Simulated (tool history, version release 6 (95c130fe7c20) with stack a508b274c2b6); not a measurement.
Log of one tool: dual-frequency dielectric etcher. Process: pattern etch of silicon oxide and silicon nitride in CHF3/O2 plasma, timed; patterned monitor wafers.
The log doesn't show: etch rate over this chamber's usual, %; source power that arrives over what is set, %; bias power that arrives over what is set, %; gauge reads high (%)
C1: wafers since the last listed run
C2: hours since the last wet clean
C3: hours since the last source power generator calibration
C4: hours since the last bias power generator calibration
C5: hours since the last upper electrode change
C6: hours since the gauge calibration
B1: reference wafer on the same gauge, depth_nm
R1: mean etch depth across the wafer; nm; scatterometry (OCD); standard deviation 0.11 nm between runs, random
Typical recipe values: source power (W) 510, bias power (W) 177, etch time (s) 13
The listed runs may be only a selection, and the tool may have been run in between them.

Run 1, hour 0: usual settings; C1 0; C2 343; C3 2090.7; C4 3718.5; C5 0.5; C6 406.6; B1 19.92. Result: R1 19.44 nm.
Run 2, hour 3.3: usual settings; C1 66; C2 346.3; C3 2094; C4 3721.8; C5 3.8; C6 409.9; B1 19.88. Result: R1 19.57 nm.
Run 3, hour 16.7: usual settings but bias power (W) 197; C1 271; C2 359.7; C3 2107.4; C4 3735.2; C5 17.2; C6 423.3; B1 19.87. Result: R1 20.6 nm.
Run 4, hour 32.9: usual settings but bias power (W) 197; C1 327; C2 375.9; C3 2123.6; C4 3751.4; C5 33.4; C6 439.5; B1 19.88. Result: R1 20.74 nm.
Run 5, hour 47.9: usual settings; C1 303; C2 390.9; C3 2138.6; C4 3766.4; C5 48.4; C6 454.5; B1 19.9. Result: R1 19.59 nm.
Run 6, hour 58: usual settings; C1 204; C2 401; C3 2148.7; C4 3776.5; C5 58.5; C6 464.6; B1 19.91. Result: R1 19.47 nm.
Run 7, hour 73.2: usual settings but etch time (s) 14.5; C1 307; C2 416.2; C3 2163.9; C4 3791.7; C5 73.7; C6 479.8; B1 19.93. Result: R1 21.69 nm.
Run 8, hour 81.2: usual settings but etch time (s) 16; C1 161; C2 424.2; C3 2171.9; C4 3799.7; C5 81.7; C6 487.8; B1 19.91. Result: R1 23.95 nm.
At hour 92.1: bias power generator calibrated.
Run 9, hour 121.7: usual settings but etch time (s) 14.5; C1 738; C2 464.7; C3 2212.4; C4 29.6; C5 122.2; C6 528.3; B1 19.86. Result: R1 21.85 nm.
Run 10, hour 136.7: usual settings; C1 303; C2 479.7; C3 2227.4; C4 44.6; C5 137.2; C6 543.3; B1 19.9. Result: R1 19.7 nm.
Run 11, hour 145.1: usual settings; C1 170; C2 488.1; C3 2235.8; C4 53; C5 145.6; C6 551.7; B1 19.96. Result: R1 19.47 nm.
At hour 155.1: gauge calibrated.
At hour 179.3: wet clean of the chamber.
Run 12, hour 179.8: usual settings but bias power (W) 197; C1 216; C2 0.5; C3 2270.5; C4 87.7; C5 180.3; C6 24.7; B1 19.9. Result: R1 19.88 nm.
Run 13, hour 180.1: usual settings but etch time (s) 15.5; C1 6; C2 0.8; C3 2270.8; C4 88; C5 180.6; C6 25; B1 19.91. Result: R1 21.98 nm.
Run 14, hour 187.6: usual settings but source power (W) 430, bias power (W) 160; C1 151; C2 8.3; C3 2278.3; C4 95.5; C5 188.1; C6 32.5; B1 19.88. Result: R1 17.03 nm.
Run 15, hour 204.7: usual settings but source power (W) 620, bias power (W) 212, etch time (s) 16.5; C1 346; C2 25.4; C3 2295.4; C4 112.6; C5 205.2; C6 49.6; B1 19.91. Result: R1 27.43 nm.
At hour 218.1: source power generator calibrated.
Run 16, hour 218.6: usual settings but source power (W) 640, bias power (W) 196, etch time (s) 9.5; C1 200; C2 39.3; C3 0.5; C4 126.5; C5 219.1; C6 63.5; B1 19.89. Result: R1 15.42 nm.
Run 17, hour 232.4: usual settings but source power (W) 600; C1 279; C2 53.1; C3 14.3; C4 140.3; C5 232.9; C6 77.3; B1 19.85. Result: R1 19.99 nm.
Run 18, hour 246.5: usual settings but source power (W) 610, bias power (W) 197, etch time (s) 10.5; C1 285; C2 67.2; C3 28.4; C4 154.4; C5 247; C6 91.4; B1 19.89. Result: R1 16.91 nm.
Run 19, hour 252.8: usual settings but source power (W) 410, etch time (s) 10; C1 127; C2 73.5; C3 34.7; C4 160.7; C5 253.3; C6 97.7; B1 19.88. Result: R1 13.72 nm.
Run 20, hour 268: usual settings but source power (W) 630, bias power (W) 195; C1 307; C2 88.7; C3 49.9; C4 175.9; C5 268.5; C6 112.9; B1 19.91. Result: R1 21.11 nm.
Run 21, hour 285: usual settings but etch time (s) 16.5; C1 344; C2 105.7; C3 66.9; C4 192.9; C5 285.5; C6 129.9; B1 19.9. Result: R1 23.94 nm.
Run 22, hour 293.7: usual settings; C1 176; C2 114.4; C3 75.6; C4 201.6; C5 294.2; C6 138.6; B1 19.9. Result: R1 18.88 nm.
Run 23, hour 309.8: usual settings; C1 325; C2 130.5; C3 91.7; C4 217.7; C5 310.3; C6 154.7; B1 19.93. Result: R1 18.83 nm.
Run 24, hour 326.1: usual settings but source power (W) 600, bias power (W) 189; C1 329; C2 146.8; C3 108; C4 234; C5 326.6; C6 171; B1 19.95. Result: R1 20.4 nm.
Run 25, hour 336: usual settings but bias power (W) 152, etch time (s) 11.5; C1 200; C2 156.7; C3 117.9; C4 243.9; C5 336.5; C6 180.9; B1 19.91. Result: R1 15.49 nm.
Run 26, hour 351: usual settings but source power (W) 430, bias power (W) 206; C1 303; C2 171.7; C3 132.9; C4 258.9; C5 351.5; C6 195.9; B1 19.9. Result: R1 19.7 nm.
Run 27, hour 366.4: usual settings; C1 311; C2 187.1; C3 148.3; C4 274.3; C5 366.9; C6 211.3; B1 19.92. Result: R1 19 nm.
Run 28, hour 378.3: usual settings; C1 240; C2 199; C3 160.2; C4 286.2; C5 378.8; C6 223.2; B1 19.89. Result: R1 18.98 nm.
Run 29, hour 385.9: usual settings but source power (W) 430, bias power (W) 152; C1 153; C2 206.6; C3 167.8; C4 293.8; C5 386.4; C6 230.8; B1 19.89. Result: R1 16.8 nm.
Run 30, hour 392.4: usual settings; C1 131; C2 213.1; C3 174.3; C4 300.3; C5 392.9; C6 237.3; B1 19.92. Result: R1 19.13 nm.
Run 31, hour 400.1: usual settings but source power (W) 470; C1 155; C2 220.8; C3 182; C4 308; C5 400.6; C6 245; B1 19.89. Result: R1 18.61 nm.

What if the next run were any one of these 3? Each begins from the tool's condition after run 31:
Run A, hour 400.5: usual settings but bias power (W) 209; C1 8; C2 221.2; C3 182.4; C4 308.4; C5 401; C6 245.4; B1 ?. Result: R1 ?.
Run B, hour 400.5: usual settings but bias power (W) 207, etch time (s) 15; C1 8; C2 221.2; C3 182.4; C4 308.4; C5 401; C6 245.4; B1 ?. Result: R1 ?.
Run C, hour 400.5: usual settings but source power (W) 410, bias power (W) 204; C1 8; C2 221.2; C3 182.4; C4 308.4; C5 401; C6 245.4; B1 ?. Result: R1 ?.

run     B1     R1
  A  19.92   20.7
  B  19.92  23.77
  C  19.92  19.23
Stripped of hidden state, with their random variation kept, the same runs would have yielded:
run     R1
  A  20.29
  B  23.29
  C  18.85

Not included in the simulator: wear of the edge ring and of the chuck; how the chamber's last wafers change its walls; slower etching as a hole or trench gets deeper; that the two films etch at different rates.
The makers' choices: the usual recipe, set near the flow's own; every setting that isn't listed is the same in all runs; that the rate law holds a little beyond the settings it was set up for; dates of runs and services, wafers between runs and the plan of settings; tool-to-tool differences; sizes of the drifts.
